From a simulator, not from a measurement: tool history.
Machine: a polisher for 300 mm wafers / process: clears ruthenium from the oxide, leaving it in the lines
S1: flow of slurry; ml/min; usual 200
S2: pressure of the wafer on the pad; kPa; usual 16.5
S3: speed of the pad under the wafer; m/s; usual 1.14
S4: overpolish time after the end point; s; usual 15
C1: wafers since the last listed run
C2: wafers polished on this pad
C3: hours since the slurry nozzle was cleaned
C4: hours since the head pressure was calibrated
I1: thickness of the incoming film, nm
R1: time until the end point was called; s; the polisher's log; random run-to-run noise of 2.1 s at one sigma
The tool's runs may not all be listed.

{"run": 1, "hour": 0.0, "S1": 200, "S2": 16.5, "S3": 1.14, "S4": 15, "C1": 0, "C2": 940, "C3": 185, "C4": 1052.8, "I1": 199.3, "R1": 156.9}
{"run": 2, "hour": 30.6, "S1": 200, "S2": 16.5, "S3": 1.14, "S4": 15, "C1": 268, "C2": 1209, "C3": 215.6, "C4": 1083.4, "I1": 201.8, "R1": 154.2}
{"run": 3, "hour": 57.7, "S1": 200, "S2": 16.5, "S3": 1.14, "S4": 15, "C1": 237, "C2": 1446, "C3": 242.7, "C4": 1110.5, "I1": 202.4, "R1": 156.3}
{"run": 4, "hour": 81.5, "S1": 200, "S2": 16.5, "S3": 1.14, "S4": 15, "C1": 208, "C2": 1655, "C3": 266.5, "C4": 1134.3, "I1": 200, "R1": 156.6}
{"run": 5, "hour": 113.6, "S1": 165, "S2": 16.5, "S3": 1.28, "S4": 15, "C1": 281, "C2": 1936, "C3": 298.6, "C4": 1166.4, "I1": 202.4, "R1": 141.8}
{"hour": 116.4, "done": "slurry nozzle cleaned"}
{"run": 6, "hour": 126.4, "S1": 155, "S2": 16.5, "S3": 1.14, "S4": 15, "C1": 103, "C2": 2040, "C3": 10, "C4": 1179.2, "I1": 202.1, "R1": 157.8}
{"run": 7, "hour": 139.5, "S1": 155, "S2": 16.5, "S3": 1.14, "S4": 15, "C1": 114, "C2": 2155, "C3": 23.1, "C4": 1192.3, "I1": 199.9, "R1": 157.4}
{"hour": 152.0, "done": "worn pad replaced by a new one"}
{"run": 8, "hour": 159.0, "S1": 200, "S2": 16.5, "S3": 1.14, "S4": 15, "C1": 135, "C2": 61, "C3": 42.6, "C4": 1211.8, "I1": 200.6, "R1": 155.4}
{"run": 9, "hour": 191.2, "S1": 200, "S2": 16.5, "S3": 1.14, "S4": 15, "C1": 282, "C2": 343, "C3": 74.8, "C4": 1244, "I1": 198, "R1": 156.7}
{"hour": 213.4, "done": "head pressure recalibrated"}
{"run": 10, "hour": 216.5, "S1": 200, "S2": 16.5, "S3": 1.14, "S4": 15, "C1": 204, "C2": 547, "C3": 100.1, "C4": 3.1, "I1": 200.4, "R1": 170.9}
{"run": 11, "hour": 229.1, "S1": 200, "S2": 16.5, "S3": 1.14, "S4": 15, "C1": 110, "C2": 658, "C3": 112.7, "C4": 15.7, "I1": 201.4, "R1": 167.7}
{"run": 12, "hour": 248.3, "S1": 200, "S2": 16.5, "S3": 1.14, "S4": 15, "C1": 168, "C2": 826, "C3": 131.9, "C4": 34.9, "I1": 197.4, "R1": 167.5}
{"run": 13, "hour": 269.7, "S1": 240, "S2": 19.3, "S3": 1.14, "S4": 6, "C1": 187, "C2": 1014, "C3": 153.3, "C4": 56.3, "I1": 200, "R1": 147.6}
{"run": 14, "hour": 284.9, "S1": 180, "S2": 15.2, "S3": 1.14, "S4": 22, "C1": 133, "C2": 1147, "C3": 168.5, "C4": 71.5, "I1": 201.7, "R1": 177.5}
{"run": 15, "hour": 300.6, "S1": 200, "S2": 18.6, "S3": 1.14, "S4": 10, "C1": 137, "C2": 1285, "C3": 184.2, "C4": 87.2, "I1": 202.5, "R1": 154.3}
{"run": 16, "hour": 356.7, "S1": 175, "S2": 21.4, "S3": 1.52, "S4": 15, "C1": 491, "C2": 1776, "C3": 240.3, "C4": 143.3, "I1": 200.7, "R1": 102.3}
{"run": 17, "hour": 372.1, "S1": 200, "S2": 16.5, "S3": 1.14, "S4": 15, "C1": 135, "C2": 1911, "C3": 255.7, "C4": 158.7, "I1": 200, "R1": 161.6}
{"hour": 384.6, "done": "worn pad replaced by a new one"}
{"hour": 390.9, "done": "slurry nozzle cleaned"}
{"run": 18, "hour": 429.3, "S1": 200, "S2": 16.5, "S3": 1.14, "S4": 15, "C1": 457, "C2": 382, "C3": 38.4, "C4": 215.9, "I1": 197.2, "R1": 157.8}
{"run": 19, "hour": 483.0, "S1": 200, "S2": 16.5, "S3": 1.14, "S4": 15, "C1": 470, "C2": 853, "C3": 92.1, "C4": 269.6, "I1": 196.7, "R1": 157}
{"run": 20, "hour": 505.5, "S1": 200, "S2": 19.3, "S3": 1.14, "S4": 13, "C1": 197, "C2": 1050, "C3": 114.6, "C4": 292.1, "I1": 197.7, "R1": 141.4}
{"run": 21, "hour": 526.2, "S1": 200, "S2": 12.4, "S3": 0.88, "S4": 20, "C1": 181, "C2": 1232, "C3": 135.3, "C4": 312.8, "I1": 197.5, "R1": 247.6}
{"run": 22, "hour": 539.2, "S1": 155, "S2": 11.7, "S3": 0.92, "S4": 23, "C1": 113, "C2": 1346, "C3": 148.3, "C4": 325.8, "I1": 197.7, "R1": 251.1}
{"run": 23, "hour": 573.6, "S1": 220, "S2": 18.6, "S3": 1.14, "S4": 23, "C1": 301, "C2": 1647, "C3": 182.7, "C4": 360.2, "I1": 201.6, "R1": 147}
{"run": 24, "hour": 597.4, "S1": 200, "S2": 16.5, "S3": 1.14, "S4": 15, "C1": 208, "C2": 1856, "C3": 206.5, "C4": 384, "I1": 199.3, "R1": 156.2}
{"run": 25, "hour": 627.0, "S1": 200, "S2": 16.5, "S3": 1.14, "S4": 12, "C1": 259, "C2": 2116, "C3": 236.1, "C4": 413.6, "I1": 200.3, "R1": 158.5}
{"run": 26, "hour": 650.6, "S1": 200, "S2": 12.4, "S3": 1.54, "S4": 12, "C1": 206, "C2": 2322, "C3": 259.7, "C4": 437.2, "I1": 200.1, "R1": 139.6}
{"hour": 655.1, "done": "worn pad replaced by a new one"}
{"hour": 660.1, "done": "slurry nozzle cleaned"}
{"run": 27, "hour": 682.1, "S1": 200, "S2": 14.5, "S3": 0.9, "S4": 15, "C1": 232, "C2": 227, "C3": 22, "C4": 468.7, "I1": 200.3, "R1": 219.2}
{"run": 28, "hour": 705.3, "S1": 130, "S2": 15.2, "S3": 1.04, "S4": 21, "C1": 203, "C2": 431, "C3": 45.2, "C4": 491.9, "I1": 202.1, "R1": 192.7}
{"run": 29, "hour": 798.5, "S1": 220, "S2": 17.9, "S3": 1.14, "S4": 15, "C1": 817, "C2": 1248, "C3": 138.4, "C4": 585.1, "I1": 200.7, "R1": 146.4}
{"run": 30, "hour": 811.6, "S1": 145, "S2": 13.8, "S3": 1.14, "S4": 15, "C1": 114, "C2": 1362, "C3": 151.5, "C4": 598.2, "I1": 198.6, "R1": 182.8}
{"run": 31, "hour": 828.1, "S1": 200, "S2": 16.5, "S3": 0.84, "S4": 15, "C1": 144, "C2": 1507, "C3": 168, "C4": 614.7, "I1": 199.1, "R1": 212.4}
{"run": 32, "hour": 841.7, "S1": 200, "S2": 13.1, "S3": 1.26, "S4": 15, "C1": 119, "C2": 1626, "C3": 181.6, "C4": 628.3, "I1": 200.8, "R1": 167.8}
{"run": 33, "hour": 883.0, "S1": 200, "S2": 14.5, "S3": 1.14, "S4": 15, "C1": 362, "C2": 1988, "C3": 222.9, "C4": 669.6, "I1": 202.9, "R1": 177.8}
{"hour": 911.0, "done": "slurry nozzle cleaned"}
{"run": 34, "hour": 917.5, "S1": 140, "S2": 16.5, "S3": 1.14, "S4": 15, "C1": 293, "C2": 2282, "C3": 6.5, "C4": 704.1, "I1": 198, "R1": 158.7}
{"run": 35, "hour": 950.3, "S1": 200, "S2": 16.5, "S3": 1.14, "S4": 15, "C1": 287, "C2": 2570, "C3": 39.3, "C4": 736.9, "I1": 200.5, "R1": 156.5}
{"hour": 960.3, "done": "worn pad replaced by a new one"}
{"run": 36, "hour": 977.2, "S1": 200, "S2": 16.5, "S3": 1.14, "S4": 17, "C1": 200, "C2": 148, "C3": 66.2, "C4": 763.8, "I1": 198.7, "R1": 153.5}

What differs in the tool's unlogged condition from the final listed run ahead of each entry between runs to the first listed run following it?
Runs 5 to 6: slurry nozzle cleaned (hour 116.4)
  deviation of the head's pressure from its setpoint, %: 8.63 -> 8.66
  the result without the hidden state subtracted from the measured one, R1: -9 -> -10.1 s
Runs 7 to 8: worn pad replaced by a new one (hour 152)
  deviation of the head's pressure from its setpoint, %: 8.69 -> 8.73
  the result without the hidden state subtracted from the measured one, R1: -10.1 -> -10 s
Runs 9 to 10: head pressure recalibrated (hour 213.4)
  deviation of the head's pressure from its setpoint, %: 8.79 -> -1.2
  the result without the hidden state subtracted from the measured one, R1: -10.2 -> +1.5 s
Runs 17 to 18: worn pad replaced by a new one (hour 384.6); slurry nozzle cleaned (hour 390.9)
  deviation of the head's pressure from its setpoint, %: 2.26 -> 3.27
  the result without the hidden state subtracted from the measured one, R1: -2.7 -> -3.8 s
Runs 26 to 27: worn pad replaced by a new one (hour 655.1); slurry nozzle cleaned (hour 660.1)
  deviation of the head's pressure from its setpoint, %: 6.24 -> 6.56
  the result without the hidden state subtracted from the measured one, R1: -6.4 -> -10.7 s
Runs 33 to 34: slurry nozzle cleaned (hour 911)
  deviation of the head's pressure from its setpoint, %: 8.19 -> 8.41
  the result without the hidden state subtracted from the measured one, R1: -10.8 -> -9.9 s
Runs 35 to 36: worn pad replaced by a new one (hour 960.3)
  deviation of the head's pressure from its setpoint, %: 8.6 -> 8.75
  the result without the hidden state subtracted from the measured one, R1: -9.9 -> -10 s

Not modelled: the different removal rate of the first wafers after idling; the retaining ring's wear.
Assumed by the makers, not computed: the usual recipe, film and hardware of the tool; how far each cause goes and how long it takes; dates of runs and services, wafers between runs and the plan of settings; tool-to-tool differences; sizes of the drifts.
